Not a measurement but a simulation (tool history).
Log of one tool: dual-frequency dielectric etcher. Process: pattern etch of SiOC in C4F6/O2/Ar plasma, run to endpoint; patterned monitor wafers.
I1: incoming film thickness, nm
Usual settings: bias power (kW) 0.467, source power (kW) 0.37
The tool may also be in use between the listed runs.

Run 1, hour 0: usual settings; I1 48.17. Result: endpoint time (s) 17.5.
Run 2, hour 31.9: usual settings; I1 48.57. Result: endpoint time (s) 17.6.
Run 3, hour 47: usual settings; I1 48.55. Result: endpoint time (s) 17.6.
Run 4, hour 60.8: usual settings; I1 48.58. Result: endpoint time (s) 17.5.
Run 5, hour 75.2: usual settings but source power (kW) 0.43; I1 49.22. Result: endpoint time (s) 17.1.
Run 6, hour 133.2: usual settings but source power (kW) 0.43; I1 48.66. Result: endpoint time (s) 16.9.
Run 7, hour 166.3: usual settings but bias power (kW) 0.506; I1 48.5. Result: endpoint time (s) 17.2.
Run 8, hour 181.7: usual settings but bias power (kW) 0.506; I1 48.84. Result: endpoint time (s) 17.3.
Run 9, hour 207.9: usual settings but bias power (kW) 0.506; I1 48.89. Result: endpoint time (s) 17.3.
Run 10, hour 238.4: usual settings; I1 48.71. Result: endpoint time (s) 17.9.
At hour 251.7: bias power generator calibrated.
Run 11, hour 267.9: usual settings; I1 48.82. Result: endpoint time (s) 17.9.
Run 12, hour 288.8: usual settings but bias power (kW) 0.421, source power (kW) 0.34; I1 49.1. Result: endpoint time (s) 19.3.
At hour 327: wet clean of the chamber.
Run 13, hour 327.5: usual settings but bias power (kW) 0.421, source power (kW) 0.34; I1 49.17. Result: endpoint time (s) 20.2.
At hour 353.5: upper electrode replaced.
Run 14, hour 354: usual settings but bias power (kW) 0.556; I1 48.93. Result: endpoint time (s) 17.2.
Run 15, hour 359.5: usual settings but bias power (kW) 0.556; I1 48.33. Result: endpoint time (s) 17.1.
Run 16, hour 390.5: usual settings but bias power (kW) 0.556; I1 48.66. Result: endpoint time (s) 17.2.
Run 17, hour 416.9: usual settings; I1 48.85. Result: endpoint time (s) 18.7.
Run 18, hour 431.8: usual settings but source power (kW) 0.45; I1 48.55. Result: endpoint time (s) 17.6.
Run 19, hour 456.2: usual settings but bias power (kW) 0.524, source power (kW) 0.3; I1 49.44. Result: endpoint time (s) 19.1.
At hour 486: wet clean of the chamber, repeated, since the last time left the tool worse.
Run 20, hour 486.5: usual settings but bias power (kW) 0.54; I1 48.69. Result: endpoint time (s) 16.4.
Run 21, hour 493.8: usual settings but bias power (kW) 0.541, source power (kW) 0.43; I1 48.43. Result: endpoint time (s) 15.7.
Run 22, hour 526.8: usual settings but bias power (kW) 0.527, source power (kW) 0.46; I1 48.53. Result: endpoint time (s) 15.6.
Run 23, hour 539: usual settings but bias power (kW) 0.55, source power (kW) 0.41; I1 48.56. Result: endpoint time (s) 15.8.
Run 24, hour 565.1: usual settings but bias power (kW) 0.513, source power (kW) 0.4; I1 48.77. Result: endpoint time (s) 16.5.
Run 25, hour 585.2: usual settings but bias power (kW) 0.406, source power (kW) 0.29; I1 48.11. Result: endpoint time (s) 19.8.
Run 26, hour 680: usual settings but bias power (kW) 0.427, source power (kW) 0.31; I1 48.92. Result: endpoint time (s) 19.6.
At hour 702.7: source power generator calibrated.
Run 27, hour 707.5: usual settings; I1 48.77. Result: endpoint time (s) 17.9.
Run 28, hour 742.1: usual settings; I1 49.03. Result: endpoint time (s) 17.9.
Run 29, hour 755.2: usual settings; I1 48.22. Result: endpoint time (s) 17.7.
Run 30, hour 772.9: usual settings but source power (kW) 0.33; I1 48.97. Result: endpoint time (s) 18.7.
Run 31, hour 806.7: usual settings; I1 48.34. Result: endpoint time (s) 17.8.
Run 32, hour 834: usual settings but source power (kW) 0.32; I1 49.34. Result: endpoint time (s) 18.9.
At hour 858.7: wet clean of the chamber.
Run 33, hour 859.2: usual settings but bias power (kW) 0.565, source power (kW) 0.31; I1 48.68. Result: endpoint time (s) 16.8.
Run 34, hour 879.1: usual settings; I1 48.38. Result: endpoint time (s) 17.4.
Run 35, hour 906: usual settings but bias power (kW) 0.53, source power (kW) 0.4; I1 48.43. Result: endpoint time (s) 16.1.

Some steps in endpoint time (s) between neighbouring runs. How much of each would the tool show without its hidden state too (settings, what came in, random variation), and how much is left for the hidden state, with any gauge scatter that isn't in both results?
The hidden state here: etch rate over this chamber's usual, %; bias power that arrives over what is set, %; source power that arrives over what is set, %.
Run 12 -> 13: wet clean of the chamber. endpoint time (s) +0.9: hidden state +0.7, all else +0.2.
Run 13 -> 14: bias power (kW) 0.421 -> 0.556, source power (kW) 0.34 -> 0.37, upper electrode replaced. endpoint time (s) -3: hidden state -0.2, all else -2.8.
Run 19 -> 20: bias power (kW) 0.524 -> 0.54, source power (kW) 0.3 -> 0.37, wet clean of the chamber, repeated, since the last time left the tool worse. endpoint time (s) -2.7: hidden state -1.2, all else -1.5.
Run 24 -> 25: bias power (kW) 0.513 -> 0.406, source power (kW) 0.4 -> 0.29. endpoint time (s) +3.3: hidden state +0, all else +3.3.
Run 32 -> 33: bias power (kW) 0.467 -> 0.565, source power (kW) 0.32 -> 0.31, wet clean of the chamber. endpoint time (s) -2.1: hidden state -0.5, all else -1.6.
